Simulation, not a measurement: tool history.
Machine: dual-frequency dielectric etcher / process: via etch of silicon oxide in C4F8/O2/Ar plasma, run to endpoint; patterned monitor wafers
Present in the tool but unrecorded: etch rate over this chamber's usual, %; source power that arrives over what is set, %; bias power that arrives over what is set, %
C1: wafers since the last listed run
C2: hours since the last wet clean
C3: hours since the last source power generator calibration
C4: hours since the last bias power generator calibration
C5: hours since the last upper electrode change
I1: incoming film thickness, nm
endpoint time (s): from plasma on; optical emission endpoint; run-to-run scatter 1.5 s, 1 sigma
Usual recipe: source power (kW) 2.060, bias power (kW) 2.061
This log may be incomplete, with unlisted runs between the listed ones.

run 1 hour=0.0 | source_power_(kW)=2.060 bias_power_(kW)=2.061 | C1=0 C2=122.8 C3=3713.8 C4=1735.3 C5=2452.5 | I1=920.5 | endpoint_time_(s)=180.2
run 2 hour=99.5 | source_power_(kW)=2.340 bias_power_(kW)=1.798 | C1=458 C2=222.3 C3=3813.3 C4=1834.8 C5=2552.0 | I1=919.3 | endpoint_time_(s)=176.2
run 3 hour=152.1 | source_power_(kW)=2.390 bias_power_(kW)=2.248 | C1=242 C2=274.9 C3=3865.9 C4=1887.4 C5=2604.6 | I1=916.4 | endpoint_time_(s)=164.5
run 4 hour=178.2 | source_power_(kW)=2.390 bias_power_(kW)=2.248 | C1=120 C2=301.0 C3=3892.0 C4=1913.5 C5=2630.7 | I1=911.9 | endpoint_time_(s)=163.7
-- hour=219.3 wet clean of the chamber
run 5 hour=248.8 | source_power_(kW)=2.390 bias_power_(kW)=2.248 | C1=214 C2=29.5 C3=3962.6 C4=1984.1 C5=2701.3 | I1=908.5 | endpoint_time_(s)=161.2
run 6 hour=294.5 | source_power_(kW)=2.060 bias_power_(kW)=2.061 | C1=210 C2=75.2 C3=4008.3 C4=2029.8 C5=2747.0 | I1=910.9 | endpoint_time_(s)=172.6
run 7 hour=343.8 | source_power_(kW)=2.400 bias_power_(kW)=2.061 | C1=227 C2=124.5 C3=4057.6 C4=2079.1 C5=2796.3 | I1=907.3 | endpoint_time_(s)=165.8
run 8 hour=385.1 | source_power_(kW)=2.400 bias_power_(kW)=2.061 | C1=190 C2=165.8 C3=4098.9 C4=2120.4 C5=2837.6 | I1=920.3 | endpoint_time_(s)=168.0
-- hour=403.5 bias power generator calibrated
run 9 hour=414.6 | source_power_(kW)=2.200 bias_power_(kW)=2.218 | C1=117 C2=195.3 C3=4128.4 C4=11.1 C5=2867.1 | I1=911.7 | endpoint_time_(s)=169.3
-- hour=443.5 source power generator calibrated
run 10 hour=451.3 | source_power_(kW)=2.560 bias_power_(kW)=2.570 | C1=150 C2=232.0 C3=7.8 C4=47.8 C5=2903.8 | I1=918.0 | endpoint_time_(s)=155.4
-- hour=505.7 upper electrode replaced
run 11 hour=506.2 | source_power_(kW)=2.060 bias_power_(kW)=2.061 | C1=142 C2=286.9 C3=62.7 C4=102.7 C5=0.5 | I1=912.9 | endpoint_time_(s)=182.2
-- hour=585.9 wet clean of the chamber
run 12 hour=586.4 | source_power_(kW)=1.570 bias_power_(kW)=2.352 | C1=259 C2=0.5 C3=142.9 C4=182.9 C5=80.7 | I1=917.6 | endpoint_time_(s)=182.3
run 13 hour=599.2 | source_power_(kW)=2.060 bias_power_(kW)=2.239 | C1=59 C2=13.3 C3=155.7 C4=195.7 C5=93.5 | I1=916.2 | endpoint_time_(s)=170.2
run 14 hour=634.3 | source_power_(kW)=2.420 bias_power_(kW)=1.591 | C1=161 C2=48.4 C3=190.8 C4=230.8 C5=128.6 | I1=924.7 | endpoint_time_(s)=183.1
run 15 hour=697.9 | source_power_(kW)=1.790 bias_power_(kW)=1.565 | C1=293 C2=112.0 C3=254.4 C4=294.4 C5=192.2 | I1=904.7 | endpoint_time_(s)=204.5
run 16 hour=759.8 | source_power_(kW)=1.820 bias_power_(kW)=2.061 | C1=285 C2=173.9 C3=316.3 C4=356.3 C5=254.1 | I1=919.8 | endpoint_time_(s)=184.4
run 17 hour=789.6 | source_power_(kW)=2.390 bias_power_(kW)=2.248 | C1=137 C2=203.7 C3=346.1 C4=386.1 C5=283.9 | I1=915.5 | endpoint_time_(s)=165.8

Branching from run 17: 4 alternative next runs. What would each branch give?
run A hour=790.1 | source_power_(kW)=2.060 bias_power_(kW)=2.061 | C1=2 C2=204.2 C3=346.6 C4=386.6 C5=284.4 | I1=909.1 | endpoint_time_(s)=?
run B hour=790.1 | source_power_(kW)=2.510 bias_power_(kW)=2.061 | C1=2 C2=204.2 C3=346.6 C4=386.6 C5=284.4 | I1=909.1 | endpoint_time_(s)=?
run C hour=790.1 | source_power_(kW)=2.320 bias_power_(kW)=2.236 | C1=2 C2=204.2 C3=346.6 C4=386.6 C5=284.4 | I1=909.1 | endpoint_time_(s)=?
run D hour=790.1 | source_power_(kW)=2.060 bias_power_(kW)=2.467 | C1=2 C2=204.2 C3=346.6 C4=386.6 C5=284.4 | I1=909.1 | endpoint_time_(s)=?

run=A endpoint_time_(s)=178.2
run=B endpoint_time_(s)=165.0
run=C endpoint_time_(s)=165.4
run=D endpoint_time_(s)=167.2
Without the tool's unlogged condition, the same runs would have read:
run=A endpoint_time_(s)=174.9
run=B endpoint_time_(s)=162.0
run=C endpoint_time_(s)=162.3
run=D endpoint_time_(s)=164.1
